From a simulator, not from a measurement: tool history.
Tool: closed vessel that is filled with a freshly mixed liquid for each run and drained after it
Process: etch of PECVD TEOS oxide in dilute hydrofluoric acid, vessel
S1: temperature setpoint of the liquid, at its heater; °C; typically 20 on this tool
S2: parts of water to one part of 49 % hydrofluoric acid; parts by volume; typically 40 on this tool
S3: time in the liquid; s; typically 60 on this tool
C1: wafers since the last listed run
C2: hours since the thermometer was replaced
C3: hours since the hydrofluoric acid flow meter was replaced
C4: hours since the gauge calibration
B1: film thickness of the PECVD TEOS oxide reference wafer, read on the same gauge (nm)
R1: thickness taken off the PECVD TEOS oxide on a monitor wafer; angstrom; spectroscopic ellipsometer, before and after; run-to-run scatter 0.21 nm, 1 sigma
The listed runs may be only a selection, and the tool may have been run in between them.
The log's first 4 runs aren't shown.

run	day	S1	S2	S3	C1	C2	C3	C4	B1	R1
5	4.733	20	40	60	2369	1948.5	1167.7	319.2	79.98	251.1
6	5.775	20	40	60	2489	1973.5	1192.7	344.2	80.01	250.9
7	6.321	22	40	60	1304	1986.6	1205.8	357.3	80.03	276.8
8	7.229	22	40	60	2170	2008.4	1227.6	379.1	79.97	271.7
9	8.083	20	40	60	2041	2028.9	1248.1	399.6	80.02	253.3
10	9.404	20	40	60	3156	2060.6	1279.8	431.3	79.96	258.2
11	9.929	24.5	40	60	1254	2073.2	1292.4	443.9	80	304
12	14.238	20	40	60	10296	2176.6	1395.8	547.3	80	252.2
13	15.267	20	40	60	2459	2201.3	1420.5	572	80.02	249.6
14	16.754	20	40	60	3554	2237	1456.2	607.7	80.01	253.4
15	17.912	23	30	80	2768	2264.8	1484	635.5	79.96	518.4
# day 18: gauge calibrated
16	18.558	20	50	40	1543	2280.3	1499.5	13.4	80	132.8
17	19.912	20	40	60	3236	2312.8	1532	45.9	80.04	255.4
18	20.771	20	45	60	2051	2333.4	1552.6	66.5	80.04	226.5
# day 21.854: hydrofluoric acid flow meter replaced
19	22.046	20	40	60	2947	2364	4.6	97.1	79.95	250.5
20	23.321	21.5	40	80	3047	2394.6	35.2	127.7	80.01	357
# day 23.442: thermometer replaced
21	23.871	20	50	60	1214	10.3	48.4	140.9	80.06	199.1
22	24.929	20	30	60	2529	35.7	73.8	166.3	80.01	338.2
23	26.167	20	40	60	2957	65.4	103.5	196	80.01	254.6
24	26.817	22.5	20	95	1553	81	119.1	211.6	80.01	923.2
25	27.646	18.5	55	35	1981	100.9	139	231.5	79.98	99.4
26	28.412	20	40	60	1832	119.3	157.4	249.9	79.94	255.7

For run 27, what comes out?
27	29.196	23	20	95	1872	138.1	176.2	268.7	?	?

{"run 27": {"B1": 80.04, "R1": 937.4}}
Were there no unlogged condition in the tool, this run, its random variation unchanged, would have produced R1 937.4 angstrom.
